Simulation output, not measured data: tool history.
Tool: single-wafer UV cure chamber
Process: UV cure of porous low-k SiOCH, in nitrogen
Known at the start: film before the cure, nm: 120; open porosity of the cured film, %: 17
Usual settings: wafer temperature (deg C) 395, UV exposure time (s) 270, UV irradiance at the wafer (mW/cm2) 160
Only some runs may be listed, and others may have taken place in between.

| run | hour | wafer temperature (deg C) | UV exposure time (s) | UV irradiance at the wafer (mW/cm2) | wafers since the last listed run | hours since the UV bulbs were replaced | wafers since the quartz window was cleaned | loss of film thickness in the cure (%) |
|---|---|---|---|---|---|---|---|---|
| 1 | 0.0 | 403 | 270 | 160 | 0 | 470.7 | 473 | 16.324 |
| 2 | 70.1 | 403 | 270 | 160 | 1192 | 540.8 | 1666 | 15.858 |
| 3 | 126.9 | 395 | 270 | 160 | 966 | 597.6 | 2632 | 15.680 |
| 4 | 154.9 | 395 | 270 | 160 | 476 | 625.6 | 3109 | 15.071 |
| 5 | 211.5 | 395 | 270 | 132 | 963 | 682.2 | 4072 | 14.059 |
| 6 | 241.4 | 395 | 270 | 160 | 508 | 712.1 | 4581 | 14.718 |
| 7 | 295.8 | 395 | 270 | 160 | 925 | 766.5 | 5506 | 14.608 |
| 8 | 326.9 | 395 | 270 | 160 | 529 | 797.6 | 6036 | 14.311 |
|  | 374.1 | quartz window cleaned |
| 9 | 390.8 | 395 | 270 | 160 | 951 | 861.5 | 284 | 14.634 |
| 10 | 454.7 | 395 | 270 | 160 | 1087 | 925.4 | 1372 | 14.743 |
|  | 466.3 | UV bulbs replaced |
| 11 | 509.5 | 389 | 270 | 160 | 796 | 43.2 | 2168 | 16.182 |
| 12 | 540.5 | 389 | 270 | 160 | 527 | 74.2 | 2696 | 16.111 |
| 13 | 603.9 | 395 | 165 | 160 | 1078 | 137.6 | 3775 | 13.966 |
| 14 | 648.8 | 395 | 165 | 160 | 764 | 182.5 | 4539 | 13.474 |
| 15 | 699.6 | 395 | 165 | 160 | 864 | 233.3 | 5403 | 13.023 |
|  | 726.1 | quartz window cleaned |
| 16 | 757.5 | 395 | 270 | 172 | 849 | 291.2 | 534 | 16.772 |
| 17 | 787.3 | 383 | 375 | 160 | 507 | 321.0 | 1041 | 17.978 |
| 18 | 844.5 | 383 | 375 | 160 | 973 | 378.2 | 2014 | 18.298 |
| 19 | 911.7 | 395 | 350 | 160 | 1143 | 445.4 | 3158 | 17.678 |
| 20 | 1063.5 | 395 | 270 | 160 | 2583 | 597.2 | 5741 | 14.789 |
|  | 1120.3 | quartz window cleaned |
| 21 | 1131.1 | 395 | 270 | 160 | 1014 | 664.8 | 184 | 15.706 |
| 22 | 1185.8 | 395 | 270 | 160 | 930 | 719.5 | 1114 | 15.570 |
| 23 | 1245.6 | 395 | 270 | 160 | 1017 | 779.3 | 2132 | 15.187 |
| 24 | 1281.1 | 407 | 220 | 133 | 604 | 814.8 | 2736 | 13.190 |
|  | 1316.8 | UV bulbs replaced |
| 25 | 1340.9 | 379 | 390 | 186 | 881 | 24.1 | 3618 | 19.037 |
| 26 | 1382.0 | 380 | 390 | 160 | 699 | 65.2 | 4317 | 17.564 |
| 27 | 1449.8 | 410 | 130 | 122 | 1153 | 133.0 | 5471 | 11.103 |
| 28 | 1484.6 | 385 | 375 | 160 | 592 | 167.8 | 6063 | 17.052 |
|  | 1513.3 | quartz window cleaned |
| 29 | 1544.7 | 402 | 270 | 160 | 886 | 227.9 | 534 | 16.459 |
| 30 | 1611.4 | 408 | 205 | 129 | 1135 | 294.6 | 1669 | 13.984 |
| 31 | 1637.3 | 378 | 330 | 123 | 440 | 320.5 | 2110 | 15.264 |
| 32 | 1698.1 | 395 | 270 | 160 | 1034 | 381.3 | 3144 | 16.287 |
| 33 | 1746.7 | 395 | 270 | 160 | 827 | 429.9 | 3971 | 16.018 |
| 34 | 1785.4 | 384 | 270 | 160 | 658 | 468.6 | 4630 | 15.345 |
|  | 1839.6 | quartz window cleaned |
| 35 | 1841.7 | 400 | 270 | 160 | 821 | 524.9 | 35 | 15.975 |
| 36 | 1888.1 | 395 | 395 | 182 | 789 | 571.3 | 825 | 18.204 |

Branching from run 36: 5 alternative next runs. What would each branch give?
| A | 1888.5 | 395 | 270 | 160 | 6 | 571.7 | 832 | ? |
| B | 1888.5 | 413 | 115 | 137 | 6 | 571.7 | 832 | ? |
| C | 1888.5 | 400 | 225 | 195 | 6 | 571.7 | 832 | ? |
| D | 1888.5 | 408 | 315 | 160 | 6 | 571.7 | 832 | ? |
| E | 1888.5 | 395 | 270 | 120 | 6 | 571.7 | 832 | ? |

| run | loss of film thickness in the cure (%) |
|---|---|
| A | 15.691 |
| B | 10.939 |
| C | 15.875 |
| D | 16.770 |
| E | 14.190 |
Without the tool's hidden state the same runs would have given:
| run | loss of film thickness in the cure (%) |
|---|---|
| A | 16.722 |
| B | 11.883 |
| C | 16.907 |
| D | 17.807 |
| E | 15.204 |

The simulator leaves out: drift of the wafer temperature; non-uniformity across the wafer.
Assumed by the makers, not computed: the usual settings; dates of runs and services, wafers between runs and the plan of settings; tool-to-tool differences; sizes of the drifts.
